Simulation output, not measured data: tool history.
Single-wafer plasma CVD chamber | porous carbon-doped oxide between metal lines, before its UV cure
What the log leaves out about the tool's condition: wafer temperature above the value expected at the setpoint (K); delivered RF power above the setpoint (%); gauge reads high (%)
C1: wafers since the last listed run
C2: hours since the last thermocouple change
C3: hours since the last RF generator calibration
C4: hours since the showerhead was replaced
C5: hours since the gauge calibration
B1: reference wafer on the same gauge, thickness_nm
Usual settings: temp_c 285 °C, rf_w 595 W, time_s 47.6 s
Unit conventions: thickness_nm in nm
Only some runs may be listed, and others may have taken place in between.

Run 1, hour 0: usual settings; C1 0; C2 503.2; C3 1142.7; C4 6808.5; C5 179.9; B1 284.516. Result: thickness_nm 278.404 nm.
Run 2, hour 59.8: usual settings; C1 798; C2 563; C3 1202.5; C4 6868.3; C5 239.7; B1 284.056. Result: thickness_nm 276.677 nm.
Run 3, hour 105.7: usual settings; C1 613; C2 608.9; C3 1248.4; C4 6914.2; C5 285.6; B1 283.86. Result: thickness_nm 280.335 nm.
Run 4, hour 142.1: usual settings; C1 486; C2 645.3; C3 1284.8; C4 6950.6; C5 322; B1 284.227. Result: thickness_nm 279.262 nm.
Run 5, hour 209.4: usual settings but temp_c 291 °C, rf_w 550 W; C1 898; C2 712.6; C3 1352.1; C4 7017.9; C5 389.3; B1 284.193. Result: thickness_nm 257.942 nm.
Run 6, hour 272.9: usual settings but temp_c 291 °C, rf_w 550 W; C1 848; C2 776.1; C3 1415.6; C4 7081.4; C5 452.8; B1 284.416. Result: thickness_nm 260.421 nm.
Run 7, hour 328.3: usual settings but temp_c 291 °C, rf_w 550 W; C1 740; C2 831.5; C3 1471; C4 7136.8; C5 508.2; B1 283.076. Result: thickness_nm 262.628 nm.
At hour 343.7: showerhead replaced.
At hour 434: RF generator calibrated.
Run 8, hour 460.4: usual settings but temp_c 290 °C; C1 1550; C2 963.6; C3 26.4; C4 116.7; C5 640.3; B1 284.352. Result: thickness_nm 275.863 nm.
Run 9, hour 548.4: usual settings but temp_c 290 °C; C1 1175; C2 1051.6; C3 114.4; C4 204.7; C5 728.3; B1 283.552. Result: thickness_nm 275.05 nm.

What does the tool deliver on the next run?
At hour 585.2: thermocouple changed; heater temperature recalibrated.
Run 10, hour 614.9: usual settings but temp_c 272 °C; C1 781; C2 29.7; C3 180.9; C4 271.2; C5 794.8; B1 ?. Result: thickness_nm ?.

B1: 283.862
thickness_nm: 295.007 nm
With no hidden state in the tool, this same run would have given thickness_nm 295.964 nm.
